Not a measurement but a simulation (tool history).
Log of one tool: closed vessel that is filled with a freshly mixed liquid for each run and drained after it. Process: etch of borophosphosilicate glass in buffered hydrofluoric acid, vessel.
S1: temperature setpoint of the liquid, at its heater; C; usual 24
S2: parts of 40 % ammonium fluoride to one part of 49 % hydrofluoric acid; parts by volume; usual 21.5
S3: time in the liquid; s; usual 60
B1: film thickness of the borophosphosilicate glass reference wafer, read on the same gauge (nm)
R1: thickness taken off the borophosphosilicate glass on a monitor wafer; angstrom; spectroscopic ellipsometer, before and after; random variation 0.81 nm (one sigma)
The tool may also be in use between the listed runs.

Run 1, day 0: usual settings but S1 20.5 C; B1 150. Result: R1 599.2 angstrom.
Run 2, day 0.971: usual settings; B1 149.99. Result: R1 723.5 angstrom.
Run 3, day 1.675: usual settings but S1 27.5 C; B1 150.02. Result: R1 870.4 angstrom.
Run 4, day 3.233: usual settings but S1 27.5 C; B1 150. Result: R1 877.8 angstrom.
Run 5, day 4.329: usual settings but S1 21 C; B1 150.01. Result: R1 618.6 angstrom.
Run 6, day 5.392: usual settings but S1 21 C; B1 150.01. Result: R1 598.1 angstrom.
Run 7, day 6.667: usual settings; B1 149.99. Result: R1 713.7 angstrom.
Run 8, day 7.275: usual settings; B1 149.99. Result: R1 724.4 angstrom.
Run 9, day 8.25: usual settings; B1 150.01. Result: R1 718.3 angstrom.
At day 8.45: gauge calibrated.
Run 10, day 9.596: usual settings but S2 26 parts by volume; B1 150.01. Result: R1 635 angstrom.
Run 11, day 10.146: usual settings but S2 18.5 parts by volume, S3 80 s; B1 150.01. Result: R1 1067.3 angstrom.
At day 11.242: thermometer replaced.
Run 12, day 11.317: usual settings but S2 18.5 parts by volume, S3 80 s; B1 150.01. Result: R1 1244.8 angstrom.
Run 13, day 12.05: usual settings but S2 18.5 parts by volume, S3 80 s; B1 150.02. Result: R1 1223.3 angstrom.
Run 14, day 12.996: usual settings but S1 21.5 C; B1 150.01. Result: R1 714.7 angstrom.
Run 15, day 13.925: usual settings but S1 27.5 C; B1 150. Result: R1 990.1 angstrom.
Run 16, day 15.3: usual settings but S2 13.5 parts by volume; B1 150. Result: R1 1258.3 angstrom.
Run 17, day 16.05: usual settings but S1 28 C, S2 16.5 parts by volume, S3 40 s; B1 150.02. Result: R1 847.1 angstrom.
Run 18, day 16.554: usual settings but S1 25.5 C, S3 35 s; B1 150. Result: R1 511.6 angstrom.
At day 17.321: hydrofluoric acid flow meter replaced.
Run 19, day 17.442: usual settings but S1 27 C, S2 17 parts by volume; B1 150. Result: R1 1187 angstrom.
Run 20, day 18.254: usual settings; B1 150. Result: R1 809.6 angstrom.
Run 21, day 19.392: usual settings but S1 28 C; B1 150.01. Result: R1 988.3 angstrom.
Run 22, day 20.029: usual settings but S1 27 C, S2 17 parts by volume; B1 150. Result: R1 1156.5 angstrom.
Run 23, day 20.967: usual settings; B1 149.99. Result: R1 790.4 angstrom.
Run 24, day 21.471: usual settings but S1 28 C, S2 27.5 parts by volume, S3 90 s; B1 149.99. Result: R1 1253.5 angstrom.
Run 25, day 22.858: usual settings; B1 150.02. Result: R1 801.1 angstrom.
Run 26, day 24.05: usual settings but S1 28.5 C, S3 35 s; B1 149.99. Result: R1 582.4 angstrom.
Run 27, day 24.671: usual settings but S1 25.5 C, S3 90 s; B1 150. Result: R1 1279.5 angstrom.
Run 28, day 25.8: usual settings but S1 22 C; B1 150. Result: R1 704.8 angstrom.
Run 29, day 26.688: usual settings but S1 25.5 C, S2 25.5 parts by volume, S3 50 s; B1 150. Result: R1 636.2 angstrom.

Measured less the same run without the tool's hidden state. The same run-to-run variation is in both; the gauge's scatter may not be:
The hidden state here: liquid colder than its thermometer reads (K); hydrofluoric acid flow below the setpoint (%); gauge reads high (%).
run      R1
  1   -74.1
  2   -89.7
  3  -107.2
  4  -111.8
  5   -84.1
  6   -83.1
  7    -100
  8  -102.9
  9  -103.8
 10   -94.4
 11    -160
 12    -2.1
 13    -4.7
 14    -4.4
 15    -7.9
 16   -14.4
 17   -11.3
 18    -7.5
 19   -19.8
 20   -15.5
 21   -21.2
 22   -26.8
 23   -20.4
 24   -33.9
 25   -24.8
 26   -19.4
 27   -44.9
 28   -27.7
 29     -26
